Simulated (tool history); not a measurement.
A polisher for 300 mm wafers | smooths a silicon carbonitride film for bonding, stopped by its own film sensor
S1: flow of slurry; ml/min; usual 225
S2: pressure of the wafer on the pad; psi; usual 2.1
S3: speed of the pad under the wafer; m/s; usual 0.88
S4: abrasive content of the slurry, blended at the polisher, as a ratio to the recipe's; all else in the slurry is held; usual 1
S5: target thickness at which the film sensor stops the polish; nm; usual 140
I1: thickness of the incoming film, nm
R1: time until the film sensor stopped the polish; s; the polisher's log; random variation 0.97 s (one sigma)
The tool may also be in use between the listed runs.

Run 1, day 0: usual settings; I1 159. Result: R1 72.2 s.
At day 3.142: slurry blender recalibrated.
Run 2, day 4.208: usual settings; I1 158.3. Result: R1 70.6 s.
At day 5.538: head pressure recalibrated.
Run 3, day 6.538: usual settings; I1 159.5. Result: R1 75.1 s.
Run 4, day 10.654: usual settings; I1 159.4. Result: R1 76.1 s.
At day 11.521: worn pad replaced by a new one.
Run 5, day 17.846: usual settings but S2 2.3 psi; I1 159.9. Result: R1 72.7 s.
At day 18.446: slurry nozzle cleaned.
Run 6, day 22.204: usual settings but S2 2.3 psi; I1 159.3. Result: R1 73.5 s.
Run 7, day 25.646: usual settings; I1 159.9. Result: R1 82.5 s.
Run 8, day 27.529: usual settings; I1 161.4. Result: R1 88.9 s.
At day 30.45: head pressure recalibrated.
At day 31.038: slurry blender recalibrated.
Run 9, day 31.588: usual settings but S2 2.3 psi, S5 137 nm; I1 158.4. Result: R1 87.3 s.
Run 10, day 34.017: usual settings but S2 1.7 psi; I1 162.3. Result: R1 111.5 s.
Run 11, day 37.438: usual settings; I1 157.6. Result: R1 76.2 s.
At day 38.083: worn pad replaced by a new one.
Run 12, day 39.058: usual settings but S2 2.8 psi; I1 159.9. Result: R1 68.8 s.
Run 13, day 41.625: usual settings but S1 160 ml/min, S3 0.68 m/s; I1 162.4. Result: R1 127.8 s.
Run 14, day 44.292: usual settings but S1 250 ml/min, S2 1.7 psi, S4 1.3; I1 162.3. Result: R1 99.2 s.
At day 47.858: slurry nozzle cleaned, repeated, since the last time left the tool worse.
Run 15, day 48.092: usual settings but S1 160 ml/min, S3 0.72 m/s; I1 158. Result: R1 79.6 s.
Run 16, day 51.717: usual settings but S2 2.3 psi, S3 0.64 m/s, S5 147 nm; I1 157.7. Result: R1 45 s.
Run 17, day 55.233: usual settings but S1 170 ml/min; I1 160.5. Result: R1 81.4 s.
At day 57.567: head pressure recalibrated.
At day 58.342: slurry blender recalibrated.
Run 18, day 58.446: usual settings but S2 1.9 psi, S5 137 nm; I1 160.2. Result: R1 96 s.
Run 19, day 60.425: usual settings but S1 160 ml/min, S3 1.12 m/s, S4 0.7, S5 142 nm; I1 161.2. Result: R1 79.7 s.
Run 20, day 62.558: usual settings; I1 160.1. Result: R1 76.9 s.

Run 21 comes next. What will it give?
At day 64.579: worn pad replaced by a new one.
Run 21, day 66.888: usual settings but S1 260 ml/min, S2 1.6 psi; I1 159.3. Result: R1 ?.

R1: 87.7 s
Without the tool's hidden state the same run would have given R1 86 s.
